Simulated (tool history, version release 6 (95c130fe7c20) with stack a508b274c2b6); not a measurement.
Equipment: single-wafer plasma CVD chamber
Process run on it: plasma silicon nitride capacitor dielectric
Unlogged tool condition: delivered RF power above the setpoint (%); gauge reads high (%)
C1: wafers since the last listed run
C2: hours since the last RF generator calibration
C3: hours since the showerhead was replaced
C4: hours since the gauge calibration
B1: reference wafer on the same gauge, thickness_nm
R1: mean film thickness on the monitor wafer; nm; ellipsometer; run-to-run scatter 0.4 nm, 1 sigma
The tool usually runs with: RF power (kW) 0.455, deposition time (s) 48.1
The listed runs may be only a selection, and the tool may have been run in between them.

run 1 hour=0 | RF_power_(kW)=0.455 deposition_time_(s)=48.1 | C1=0 C2=1493 C3=2073.6 C4=256.1 | B1=69.348 | R1=71.038
run 2 hour=95.6 | RF_power_(kW)=0.455 deposition_time_(s)=48.1 | C1=1899 C2=1588.6 C3=2169.2 C4=351.7 | B1=69.251 | R1=71.36
-- hour=174.9 RF generator calibrated
run 3 hour=185.4 | RF_power_(kW)=0.405 deposition_time_(s)=41.3 | C1=1624 C2=10.5 C3=2259 C4=441.5 | B1=69.366 | R1=59.108
run 4 hour=240.4 | RF_power_(kW)=0.405 deposition_time_(s)=41.3 | C1=1092 C2=65.5 C3=2314 C4=496.5 | B1=69.334 | R1=58.681
run 5 hour=313.4 | RF_power_(kW)=0.405 deposition_time_(s)=41.3 | C1=1450 C2=138.5 C3=2387 C4=569.5 | B1=69.268 | R1=58.501
run 6 hour=599.9 | RF_power_(kW)=0.455 deposition_time_(s)=48.1 | C1=5691 C2=425 C3=2673.5 C4=856 | B1=69.4 | R1=72.384
run 7 hour=658.6 | RF_power_(kW)=0.455 deposition_time_(s)=48.1 | C1=1166 C2=483.7 C3=2732.2 C4=914.7 | B1=69.318 | R1=72.43
run 8 hour=921.9 | RF_power_(kW)=0.455 deposition_time_(s)=48.1 | C1=5230 C2=747 C3=2995.5 C4=1178 | B1=69.405 | R1=72.163
run 9 hour=1020.3 | RF_power_(kW)=0.48 deposition_time_(s)=48.1 | C1=1954 C2=845.4 C3=3093.9 C4=1276.4 | B1=69.176 | R1=74.378
run 10 hour=1110.4 | RF_power_(kW)=0.48 deposition_time_(s)=48.1 | C1=1789 C2=935.5 C3=3184 C4=1366.5 | B1=69.252 | R1=73.71
run 11 hour=1190.1 | RF_power_(kW)=0.455 deposition_time_(s)=48.1 | C1=1583 C2=1015.2 C3=3263.7 C4=1446.2 | B1=69.112 | R1=71.596
run 12 hour=1249.5 | RF_power_(kW)=0.455 deposition_time_(s)=48.1 | C1=1179 C2=1074.6 C3=3323.1 C4=1505.6 | B1=69.214 | R1=71.684
-- hour=1306.8 showerhead replaced
run 13 hour=1320.3 | RF_power_(kW)=0.475 deposition_time_(s)=50.2 | C1=1247 C2=1145.4 C3=13.5 C4=1576.4 | B1=69.222 | R1=76.437
run 14 hour=1393.8 | RF_power_(kW)=0.455 deposition_time_(s)=48.1 | C1=1460 C2=1218.9 C3=87 C4=1649.9 | B1=69.398 | R1=71.702
-- hour=1494.4 gauge calibrated
run 15 hour=1501.1 | RF_power_(kW)=0.455 deposition_time_(s)=48.1 | C1=2131 C2=1326.2 C3=194.3 C4=6.7 | B1=69.229 | R1=71.093
run 16 hour=1558 | RF_power_(kW)=0.415 deposition_time_(s)=48.1 | C1=1130 C2=1383.1 C3=251.2 C4=63.6 | B1=69.427 | R1=67.882
run 17 hour=1626 | RF_power_(kW)=0.415 deposition_time_(s)=48.1 | C1=1350 C2=1451.1 C3=319.2 C4=131.6 | B1=69.365 | R1=68.001
-- hour=1686.2 RF generator calibrated
run 18 hour=1686.7 | RF_power_(kW)=0.455 deposition_time_(s)=48.1 | C1=1046 C2=0.5 C3=379.9 C4=192.3 | B1=69.332 | R1=69.992
run 19 hour=1758.4 | RF_power_(kW)=0.455 deposition_time_(s)=48.1 | C1=1424 C2=72.2 C3=451.6 C4=264 | B1=69.335 | R1=70.086
run 20 hour=1808.8 | RF_power_(kW)=0.455 deposition_time_(s)=48.1 | C1=1001 C2=122.6 C3=502 C4=314.4 | B1=69.274 | R1=69.346
run 21 hour=1877.8 | RF_power_(kW)=0.455 deposition_time_(s)=48.1 | C1=1370 C2=191.6 C3=571 C4=383.4 | B1=69.112 | R1=69.995
run 22 hour=1962.1 | RF_power_(kW)=0.455 deposition_time_(s)=48.1 | C1=1674 C2=275.9 C3=655.3 C4=467.7 | B1=69.291 | R1=68.793
run 23 hour=2057.8 | RF_power_(kW)=0.37 deposition_time_(s)=40.9 | C1=1901 C2=371.6 C3=751 C4=563.4 | B1=69.206 | R1=53.094
run 24 hour=2148.4 | RF_power_(kW)=0.405 deposition_time_(s)=48.1 | C1=1799 C2=462.2 C3=841.6 C4=654 | B1=69.355 | R1=65.084
run 25 hour=2208.9 | RF_power_(kW)=0.43 deposition_time_(s)=39.1 | C1=1201 C2=522.7 C3=902.1 C4=714.5 | B1=69.391 | R1=54.369
run 26 hour=2248.5 | RF_power_(kW)=0.53 deposition_time_(s)=54.9 | C1=786 C2=562.3 C3=941.7 C4=754.1 | B1=69.252 | R1=84.887
-- hour=2305.3 RF generator calibrated, repeated, since the last time left the tool worse
run 27 hour=2324.6 | RF_power_(kW)=0.525 deposition_time_(s)=43.6 | C1=1352 C2=19.3 C3=1017.8 C4=830.2 | B1=69.112 | R1=70.971
run 28 hour=2368.1 | RF_power_(kW)=0.54 deposition_time_(s)=55.8 | C1=864 C2=62.8 C3=1061.3 C4=873.7 | B1=69.257 | R1=90.601
run 29 hour=2456.5 | RF_power_(kW)=0.385 deposition_time_(s)=39.3 | C1=1756 C2=151.2 C3=1149.7 C4=962.1 | B1=69.319 | R1=54.366
run 30 hour=2544.5 | RF_power_(kW)=0.48 deposition_time_(s)=45 | C1=1748 C2=239.2 C3=1237.7 C4=1050.1 | B1=69.207 | R1=69.173
run 31 hour=2614.9 | RF_power_(kW)=0.455 deposition_time_(s)=55.4 | C1=1398 C2=309.6 C3=1308.1 C4=1120.5 | B1=69.294 | R1=83.369
run 32 hour=2679.5 | RF_power_(kW)=0.525 deposition_time_(s)=56.7 | C1=1283 C2=374.2 C3=1372.7 C4=1185.1 | B1=69.255 | R1=90.498
run 33 hour=2764.4 | RF_power_(kW)=0.42 deposition_time_(s)=52.9 | C1=1686 C2=459.1 C3=1457.6 C4=1270 | B1=69.237 | R1=75.52
run 34 hour=2858.6 | RF_power_(kW)=0.49 deposition_time_(s)=43.3 | C1=1871 C2=553.3 C3=1551.8 C4=1364.2 | B1=69.242 | R1=66.335
run 35 hour=2951.3 | RF_power_(kW)=0.485 deposition_time_(s)=43.5 | C1=1841 C2=646 C3=1644.5 C4=1456.9 | B1=69.348 | R1=67.137
run 36 hour=3010.3 | RF_power_(kW)=0.375 deposition_time_(s)=48.1 | C1=1172 C2=705 C3=1703.5 C4=1515.9 | B1=69.317 | R1=64.608
run 37 hour=3055.6 | RF_power_(kW)=0.43 deposition_time_(s)=44.3 | C1=899 C2=750.3 C3=1748.8 C4=1561.2 | B1=69.312 | R1=63.862
run 38 hour=3117.4 | RF_power_(kW)=0.495 deposition_time_(s)=45.4 | C1=1227 C2=812.1 C3=1810.6 C4=1623 | B1=69.323 | R1=69.629
run 39 hour=3157.9 | RF_power_(kW)=0.505 deposition_time_(s)=48.1 | C1=804 C2=852.6 C3=1851.1 C4=1663.5 | B1=69.288 | R1=75.438
run 40 hour=3214.8 | RF_power_(kW)=0.455 deposition_time_(s)=48.1 | C1=1130 C2=909.5 C3=1908 C4=1720.4 | B1=69.237 | R1=71.293
run 41 hour=3297.7 | RF_power_(kW)=0.455 deposition_time_(s)=48.1 | C1=1646 C2=992.4 C3=1990.9 C4=1803.3 | B1=69.264 | R1=72.104

What differs in the tool's unlogged condition from the final listed run ahead of each entry between runs to the first listed run following it?
Between runs 2 and 3: RF generator calibrated (hour 174.9)
  delivered RF power above the setpoint (%): -5.19 -> -0.146
  measured result minus the result with no hidden state, R1: -2.004 -> -0.044 nm
Between runs 12 and 13: showerhead replaced (hour 1306.8)
  delivered RF power above the setpoint (%): -3.44 -> -3.66
  measured result minus the result with no hidden state, R1: -1.307 -> -1.486 nm
Between runs 14 and 15: gauge calibrated (hour 1494.4)
  delivered RF power above the setpoint (%): -3.88 -> -4.22
  measured result minus the result with no hidden state, R1: -1.485 -> -1.604 nm
Between runs 17 and 18: RF generator calibrated (hour 1686.2)
  delivered RF power above the setpoint (%): -4.6 -> -8.51
  measured result minus the result with no hidden state, R1: -1.682 -> -3.361 nm
Between runs 26 and 27: RF generator calibrated, repeated, since the last time left the tool worse (hour 2305.3)
  delivered RF power above the setpoint (%): -10.3 -> -1.28
  measured result minus the result with no hidden state, R1: -5.018 -> -0.469 nm
